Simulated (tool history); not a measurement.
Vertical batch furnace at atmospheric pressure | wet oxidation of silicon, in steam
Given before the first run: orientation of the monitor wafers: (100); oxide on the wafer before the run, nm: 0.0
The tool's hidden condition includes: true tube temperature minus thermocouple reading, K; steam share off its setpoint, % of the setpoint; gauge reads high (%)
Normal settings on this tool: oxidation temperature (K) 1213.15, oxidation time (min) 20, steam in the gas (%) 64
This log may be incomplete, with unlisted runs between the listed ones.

run	day	oxidation temperature (K)	oxidation time (min)	steam in the gas (%)	wafers since the last listed run	hours since the last temperature calibration	hours since the steam generator was serviced	hours since the gauge calibration	read-back reference wafer on the same gauge, thickness	oxide thickness on the monitor wafer (nm)
1	0	1213.15	20	64	0	657.7	1684.7	772.2	68.21	69.92
2	2.429	1213.15	20	64	942	716	1743	830.5	68.27	69.8
3	4.654	1213.15	20	64	862	769.4	1796.4	883.9	68.42	69.86
4	7.242	1232.15	23	64	1003	831.5	1858.5	946	68.5	100.71
5	9.962	1232.15	23	64	1055	896.8	1923.8	1011.3	68.48	99.77
6	13.912	1213.15	20	67	1531	991.6	2018.6	1106.1	68.57	72.98
7	20.738	1213.15	20	67	2646	1155.4	2182.4	1269.9	68.7	72.36
8	24.375	1213.15	20	64	1410	1242.7	2269.7	1357.2	68.7	69.6
9	28.204	1213.15	20	64	1484	1334.6	2361.6	1449.1	68.71	70.34
10	31.104	1213.15	20	70	1124	1404.2	2431.2	1518.7	68.64	76.29
11	34.679	1213.15	20	70	1386	1490	2517	1604.5	68.72	75.44
12	36.854	1213.15	20	70	843	1542.2	2569.2	1656.7	68.75	76.22
# day 42.046: steam generator serviced
# day 44.229: gauge calibrated
# day 47.625: thermocouples replaced and temperature profile calibrated
13	48.271	1213.15	20	73	3651	15.5	149.4	97	67.53	77.41
14	55.65	1213.15	20	64	2861	192.6	326.5	274.1	67.85	69.28
15	57.342	1213.15	20	55	656	233.2	367.1	314.7	67.96	60.33
16	61.817	1235.15	16	64	1735	340.6	474.5	422.1	68.12	74.68
17	64.45	1213.15	26.5	64	1021	403.8	537.7	485.3	68.32	90.24
18	68.488	1213.15	20	67	1565	500.7	634.6	582.2	68.27	72.75
19	71.171	1233.15	12	55	1040	565.1	699	646.6	68.51	48.79
20	75.462	1213.15	11.5	56	1664	668.1	802	749.6	68.67	36.49
21	77.771	1235.15	26.5	64	895	723.5	857.4	805	68.73	119.28
22	81.988	1213.15	20	64	1635	824.7	958.6	906.2	68.73	70.04
23	92.025	1197.15	29	56	3892	1065.6	1199.5	1147.1	69.01	71.53
24	104.817	1213.15	14.5	64	4960	1372.6	1506.5	1454.1	69.15	51.64

Consider 4 possible next runs. They are alternatives, not a sequence: every one starts from the tool as it was left by run 24. What does each give?
A	105.029	1213.15	20	68	82	1377.7	1511.6	1459.2	?	?
B	105.029	1213.15	20	54	82	1377.7	1511.6	1459.2	?	?
C	105.029	1213.15	20	74	82	1377.7	1511.6	1459.2	?	?
D	105.029	1213.15	25	64	82	1377.7	1511.6	1459.2	?	?

run	read-back reference wafer on the same gauge, thickness	oxide thickness on the monitor wafer (nm)
A	69.13	75.01
B	69.13	60.47
C	69.13	81.12
D	69.13	87.15
Take away the tool's hidden state, keep each run's random variation, and the runs would have read:
run	oxide thickness on the monitor wafer (nm)
A	72.74
B	58.64
C	78.66
D	84.51
